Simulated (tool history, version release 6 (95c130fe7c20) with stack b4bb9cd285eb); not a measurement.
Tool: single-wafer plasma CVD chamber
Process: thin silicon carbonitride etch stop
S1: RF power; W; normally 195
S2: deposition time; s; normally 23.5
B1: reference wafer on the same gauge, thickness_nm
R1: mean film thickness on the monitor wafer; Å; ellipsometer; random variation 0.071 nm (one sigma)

run 1 hour=0.0 | S1=195 S2=21.6 | B1=16.578 | R1=129.25
run 2 hour=84.3 | S1=195 S2=25.9 | B1=16.550 | R1=156.70
run 3 hour=142.8 | S1=195 S2=25.9 | B1=16.541 | R1=155.75
run 4 hour=245.5 | S1=195 S2=25.9 | B1=16.516 | R1=156.70
run 5 hour=323.7 | S1=195 S2=22.0 | B1=16.494 | R1=130.71
run 6 hour=389.5 | S1=195 S2=22.0 | B1=16.469 | R1=131.84
run 7 hour=427.2 | S1=195 S2=22.0 | B1=16.475 | R1=132.64
run 8 hour=496.7 | S1=195 S2=23.5 | B1=16.482 | R1=141.16
run 9 hour=533.0 | S1=195 S2=23.5 | B1=16.461 | R1=140.12
run 10 hour=624.4 | S1=195 S2=23.5 | B1=16.442 | R1=141.88
run 11 hour=708.4 | S1=195 S2=23.5 | B1=16.465 | R1=139.86
-- hour=745.5 thermocouple changed; heater temperature recalibrated
run 12 hour=800.2 | S1=195 S2=23.5 | B1=16.430 | R1=140.11
run 13 hour=885.2 | S1=195 S2=23.5 | B1=16.413 | R1=141.48
run 14 hour=936.4 | S1=195 S2=23.5 | B1=16.417 | R1=139.43
run 15 hour=1018.7 | S1=205 S2=21.7 | B1=16.393 | R1=131.49
run 16 hour=1067.4 | S1=165 S2=23.5 | B1=16.397 | R1=132.21
-- hour=1150.2 gauge calibrated
run 17 hour=1151.1 | S1=215 S2=27.9 | B1=17.247 | R1=181.29
run 18 hour=1192.0 | S1=180 S2=19.7 | B1=17.225 | R1=120.07
run 19 hour=1238.2 | S1=180 S2=21.5 | B1=17.169 | R1=131.31
run 20 hour=1314.0 | S1=175 S2=23.5 | B1=17.115 | R1=142.08
-- hour=1329.9 RF generator calibrated
run 21 hour=1380.1 | S1=185 S2=21.9 | B1=17.045 | R1=133.08
-- hour=1432.5 showerhead replaced
run 22 hour=1440.5 | S1=175 S2=28.0 | B1=16.999 | R1=165.02
run 23 hour=1498.2 | S1=210 S2=20.8 | B1=16.949 | R1=130.69
run 24 hour=1542.8 | S1=170 S2=27.8 | B1=16.958 | R1=161.42
run 25 hour=1595.3 | S1=180 S2=21.8 | B1=16.899 | R1=130.62
run 26 hour=1647.9 | S1=180 S2=21.5 | B1=16.909 | R1=128.46
run 27 hour=1719.1 | S1=210 S2=23.5 | B1=16.807 | R1=147.72
run 28 hour=1826.5 | S1=175 S2=26.4 | B1=16.777 | R1=156.08
run 29 hour=1872.9 | S1=230 S2=21.1 | B1=16.741 | R1=135.40
run 30 hour=1941.9 | S1=170 S2=19.9 | B1=16.757 | R1=115.06
run 31 hour=1985.2 | S1=215 S2=27.5 | B1=16.685 | R1=174.56
-- hour=1998.3 thermocouple changed; heater temperature recalibrated
run 32 hour=2042.1 | S1=195 S2=23.5 | B1=16.673 | R1=142.88
run 33 hour=2089.4 | S1=195 S2=23.5 | B1=16.659 | R1=143.33
run 34 hour=2175.5 | S1=160 S2=26.9 | B1=16.621 | R1=151.23

5 ways to go on from here, each from the tool as it stands after run 34. What would each give?
run A hour=2175.9 | S1=195 S2=19.5 | B1=? | R1=?
run B hour=2175.9 | S1=210 S2=26.7 | B1=? | R1=?
run C hour=2175.9 | S1=235 S2=23.5 | B1=? | R1=?
run D hour=2175.9 | S1=170 S2=27.0 | B1=? | R1=?
run E hour=2175.9 | S1=215 S2=19.8 | B1=? | R1=?

run=A B1=16.640 R1=117.69
run=B B1=16.640 R1=165.38
run=C B1=16.640 R1=151.30
run=D B1=16.640 R1=155.19
run=E B1=16.640 R1=123.64
Without the tool's unlogged condition, the same runs would have read:
run=A R1=121.65
run=B R1=170.93
run=C R1=156.38
run=D R1=160.40
run=E R1=127.79

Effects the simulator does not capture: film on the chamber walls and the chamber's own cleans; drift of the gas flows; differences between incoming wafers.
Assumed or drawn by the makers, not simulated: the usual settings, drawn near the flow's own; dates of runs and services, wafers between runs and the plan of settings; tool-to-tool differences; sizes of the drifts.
